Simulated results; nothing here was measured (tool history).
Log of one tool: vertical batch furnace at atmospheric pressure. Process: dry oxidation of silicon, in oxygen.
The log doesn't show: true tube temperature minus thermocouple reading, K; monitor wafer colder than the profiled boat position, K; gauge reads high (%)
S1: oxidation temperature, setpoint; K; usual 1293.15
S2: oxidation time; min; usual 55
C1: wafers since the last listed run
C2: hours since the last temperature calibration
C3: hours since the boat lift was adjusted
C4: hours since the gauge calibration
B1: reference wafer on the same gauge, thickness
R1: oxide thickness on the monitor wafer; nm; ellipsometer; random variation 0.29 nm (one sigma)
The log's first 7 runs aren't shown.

{"run": 8, "hour": 339.1, "S1": 1293.15, "S2": 55, "C1": 504, "C2": 2236.4, "C3": 1628.8, "C4": 956.2, "B1": 87.16, "R1": 73.7}
{"run": 9, "hour": 367.5, "S1": 1293.15, "S2": 55, "C1": 417, "C2": 2264.8, "C3": 1657.2, "C4": 984.6, "B1": 87.08, "R1": 72.82}
{"run": 10, "hour": 397.4, "S1": 1293.15, "S2": 55, "C1": 439, "C2": 2294.7, "C3": 1687.1, "C4": 1014.5, "B1": 87.12, "R1": 73.69}
{"run": 11, "hour": 439.7, "S1": 1293.15, "S2": 40, "C1": 622, "C2": 2337, "C3": 1729.4, "C4": 1056.8, "B1": 87.14, "R1": 60.06}
{"run": 12, "hour": 488.6, "S1": 1293.15, "S2": 55, "C1": 719, "C2": 2385.9, "C3": 1778.3, "C4": 1105.7, "B1": 87.11, "R1": 73.35}
{"hour": 554.3, "done": "thermocouples replaced and temperature profile calibrated"}
{"run": 13, "hour": 555.3, "S1": 1293.15, "S2": 55, "C1": 628, "C2": 1, "C3": 1845, "C4": 1172.4, "B1": 87.05, "R1": 73.48}
{"run": 14, "hour": 615.8, "S1": 1293.15, "S2": 55, "C1": 889, "C2": 61.5, "C3": 1905.5, "C4": 1232.9, "B1": 87.11, "R1": 73.32}
{"run": 15, "hour": 687.4, "S1": 1293.15, "S2": 55, "C1": 1053, "C2": 133.1, "C3": 1977.1, "C4": 1304.5, "B1": 87.07, "R1": 73.79}
{"run": 16, "hour": 736.1, "S1": 1301.15, "S2": 30.5, "C1": 716, "C2": 181.8, "C3": 2025.8, "C4": 1353.2, "B1": 87.11, "R1": 53.36}
{"hour": 813.6, "done": "boat lift adjusted"}
{"run": 17, "hour": 834.6, "S1": 1308.15, "S2": 39, "C1": 1095, "C2": 280.3, "C3": 21, "C4": 1451.7, "B1": 87.1, "R1": 67.03}
{"run": 18, "hour": 866.8, "S1": 1293.15, "S2": 55, "C1": 473, "C2": 312.5, "C3": 53.2, "C4": 1483.9, "B1": 87.05, "R1": 75.18}
{"hour": 898.2, "done": "gauge calibrated"}
{"run": 19, "hour": 936.3, "S1": 1293.15, "S2": 38.5, "C1": 1022, "C2": 382, "C3": 122.7, "C4": 38.1, "B1": 87.14, "R1": 60.06}
{"run": 20, "hour": 969.5, "S1": 1312.15, "S2": 43, "C1": 488, "C2": 415.2, "C3": 155.9, "C4": 71.3, "B1": 87.18, "R1": 72.82}
{"run": 21, "hour": 1003.1, "S1": 1293.15, "S2": 80.5, "C1": 494, "C2": 448.8, "C3": 189.5, "C4": 104.9, "B1": 87.09, "R1": 96.18}
{"run": 22, "hour": 1029.6, "S1": 1303.15, "S2": 81, "C1": 389, "C2": 475.3, "C3": 216, "C4": 131.4, "B1": 87.12, "R1": 101.84}
{"run": 23, "hour": 1092.3, "S1": 1272.15, "S2": 36.5, "C1": 922, "C2": 538, "C3": 278.7, "C4": 194.1, "B1": 87.05, "R1": 49.05}

The next listed run, before its measurement:
{"run": 24, "hour": 1121.9, "S1": 1279.15, "S2": 76.5, "C1": 435, "C2": 567.6, "C3": 308.3, "C4": 223.7, "B1": "?", "R1": "?"}

Run 24 gave B1 87.12, R1 83.39 nm.
Without the tool's hidden state the same run would have given R1 84.36 nm.

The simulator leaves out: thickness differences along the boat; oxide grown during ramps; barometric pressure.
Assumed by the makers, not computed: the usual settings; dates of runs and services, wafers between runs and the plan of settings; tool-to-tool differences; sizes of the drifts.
